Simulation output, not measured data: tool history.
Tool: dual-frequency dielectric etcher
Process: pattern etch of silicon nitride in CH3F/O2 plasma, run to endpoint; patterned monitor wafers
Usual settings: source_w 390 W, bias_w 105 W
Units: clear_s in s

run	hour	source_w	bias_w	incoming incoming film thickness, nm	clear_s
1	0.0	390	105	65.0	72.7
2	12.0	390	105	65.6	73.0
3	22.5	390	105	65.3	72.9
4	28.7	390	105	65.3	72.9
5	40.5	390	105	65.6	73.2
6	52.9	360	105	65.6	75.7
7	62.5	360	105	65.3	76.2
8	79.5	390	105	65.7	73.9
9	94.7	390	105	65.8	74.4
10	105.7	390	105	65.7	73.7
11	119.3	430	105	64.9	69.8
# hour 128.5: bias power generator calibrated
# hour 144.2: wet clean of the chamber
12	145.0	460	95	65.9	66.9

Run 13 comes next. What will it give?
13	151.4	340	82	65.7	?

clear_s: 80.5 s
Without the tool's hidden state the same run would have given clear_s 80.6 s.

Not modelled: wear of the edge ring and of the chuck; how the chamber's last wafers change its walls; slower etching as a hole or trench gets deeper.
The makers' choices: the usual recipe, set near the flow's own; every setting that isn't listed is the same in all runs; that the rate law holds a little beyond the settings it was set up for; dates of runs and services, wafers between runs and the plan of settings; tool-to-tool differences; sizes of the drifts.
